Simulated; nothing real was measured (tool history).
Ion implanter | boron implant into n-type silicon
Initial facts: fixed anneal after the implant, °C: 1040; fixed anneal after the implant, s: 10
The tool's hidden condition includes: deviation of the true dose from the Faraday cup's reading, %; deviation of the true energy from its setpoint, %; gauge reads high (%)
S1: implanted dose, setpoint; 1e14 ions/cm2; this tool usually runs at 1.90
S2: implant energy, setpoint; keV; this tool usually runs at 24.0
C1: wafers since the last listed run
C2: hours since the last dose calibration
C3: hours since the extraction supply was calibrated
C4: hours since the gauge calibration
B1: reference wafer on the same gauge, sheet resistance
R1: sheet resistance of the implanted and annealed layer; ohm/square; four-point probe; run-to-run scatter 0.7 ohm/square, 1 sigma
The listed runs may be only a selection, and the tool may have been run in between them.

run 1 day=0.000 | S1=2.23 S2=24.0 | C1=0 C2=1323.0 C3=5206.4 C4=50.9 | B1=385.89 | R1=407.48
run 2 day=0.675 | S1=2.23 S2=24.0 | C1=428 C2=1339.2 C3=5222.6 C4=67.1 | B1=386.07 | R1=406.18
run 3 day=1.296 | S1=2.23 S2=24.0 | C1=394 C2=1354.1 C3=5237.5 C4=82.0 | B1=385.71 | R1=406.65
run 4 day=1.992 | S1=2.35 S2=24.0 | C1=442 C2=1370.8 C3=5254.2 C4=98.7 | B1=385.83 | R1=389.11
run 5 day=3.054 | S1=2.35 S2=24.0 | C1=675 C2=1396.3 C3=5279.7 C4=124.2 | B1=386.13 | R1=389.21
run 6 day=3.775 | S1=1.90 S2=24.0 | C1=457 C2=1413.6 C3=5297.0 C4=141.5 | B1=385.94 | R1=461.41
run 7 day=4.808 | S1=1.90 S2=24.0 | C1=656 C2=1438.4 C3=5321.8 C4=166.3 | B1=385.95 | R1=462.24
run 8 day=5.442 | S1=1.90 S2=24.0 | C1=402 C2=1453.6 C3=5337.0 C4=181.5 | B1=386.10 | R1=461.05
run 9 day=6.929 | S1=1.66 S2=26.0 | C1=945 C2=1489.3 C3=5372.7 C4=217.2 | B1=386.07 | R1=508.29
run 10 day=8.208 | S1=1.66 S2=26.0 | C1=812 C2=1520.0 C3=5403.4 C4=247.9 | B1=386.04 | R1=507.36
run 11 day=9.312 | S1=2.21 S2=24.0 | C1=701 C2=1546.5 C3=5429.9 C4=274.4 | B1=385.83 | R1=409.07
run 12 day=10.062 | S1=2.21 S2=24.0 | C1=476 C2=1564.5 C3=5447.9 C4=292.4 | B1=385.78 | R1=406.63
run 13 day=10.875 | S1=1.90 S2=24.0 | C1=516 C2=1584.0 C3=5467.4 C4=311.9 | B1=385.66 | R1=460.62
run 14 day=11.525 | S1=1.90 S2=24.0 | C1=412 C2=1599.6 C3=5483.0 C4=327.5 | B1=386.15 | R1=459.16
-- day=12.142 extraction supply calibrated
run 15 day=12.158 | S1=1.90 S2=24.0 | C1=190 C2=1614.8 C3=0.4 C4=342.7 | B1=385.74 | R1=459.61
run 16 day=13.379 | S1=2.11 S2=24.0 | C1=775 C2=1644.1 C3=29.7 C4=372.0 | B1=385.89 | R1=422.64
run 17 day=14.783 | S1=1.69 S2=16.5 | C1=892 C2=1677.8 C3=63.4 C4=405.7 | B1=386.07 | R1=531.59
-- day=15.792 gauge calibrated
run 18 day=15.821 | S1=1.44 S2=24.0 | C1=659 C2=1702.7 C3=88.3 C4=0.7 | B1=386.10 | R1=572.61
run 19 day=18.054 | S1=1.64 S2=27.5 | C1=1418 C2=1756.3 C3=141.9 C4=54.3 | B1=386.02 | R1=505.67
run 20 day=18.917 | S1=1.52 S2=32.0 | C1=547 C2=1777.0 C3=162.6 C4=75.0 | B1=386.05 | R1=524.69
-- day=19.633 Faraday cup replaced and dose calibrated
run 21 day=20.238 | S1=2.07 S2=26.5 | C1=627 C2=14.5 C3=194.3 C4=106.7 | B1=385.89 | R1=430.53
run 22 day=20.842 | S1=2.23 S2=24.0 | C1=383 C2=29.0 C3=208.8 C4=121.2 | B1=386.20 | R1=411.20
run 23 day=21.588 | S1=2.32 S2=24.0 | C1=473 C2=46.9 C3=226.7 C4=139.1 | B1=386.08 | R1=396.58
run 24 day=22.125 | S1=1.41 S2=16.0 | C1=341 C2=59.8 C3=239.6 C4=152.0 | B1=385.88 | R1=627.05
run 25 day=24.558 | S1=1.47 S2=21.0 | C1=1546 C2=118.2 C3=298.0 C4=210.4 | B1=386.11 | R1=586.33
run 26 day=28.721 | S1=1.61 S2=29.0 | C1=2644 C2=218.1 C3=397.9 C4=310.3 | B1=386.24 | R1=519.93
run 27 day=29.579 | S1=2.35 S2=24.0 | C1=545 C2=238.7 C3=418.5 C4=330.9 | B1=385.80 | R1=393.32
run 28 day=30.900 | S1=1.47 S2=21.0 | C1=839 C2=270.4 C3=450.2 C4=362.6 | B1=386.21 | R1=583.94

Run 29 has not been measured yet. What should we expect?
run 29 day=31.700 | S1=1.90 S2=24.0 | C1=508 C2=289.6 C3=469.4 C4=381.8 | B1=? | R1=?

{"run 29": {"B1": 385.6, "R1": 466.63}}
Were there no unlogged condition in the tool, this run, its random variation unchanged, would have produced R1 467.45 ohm/square.

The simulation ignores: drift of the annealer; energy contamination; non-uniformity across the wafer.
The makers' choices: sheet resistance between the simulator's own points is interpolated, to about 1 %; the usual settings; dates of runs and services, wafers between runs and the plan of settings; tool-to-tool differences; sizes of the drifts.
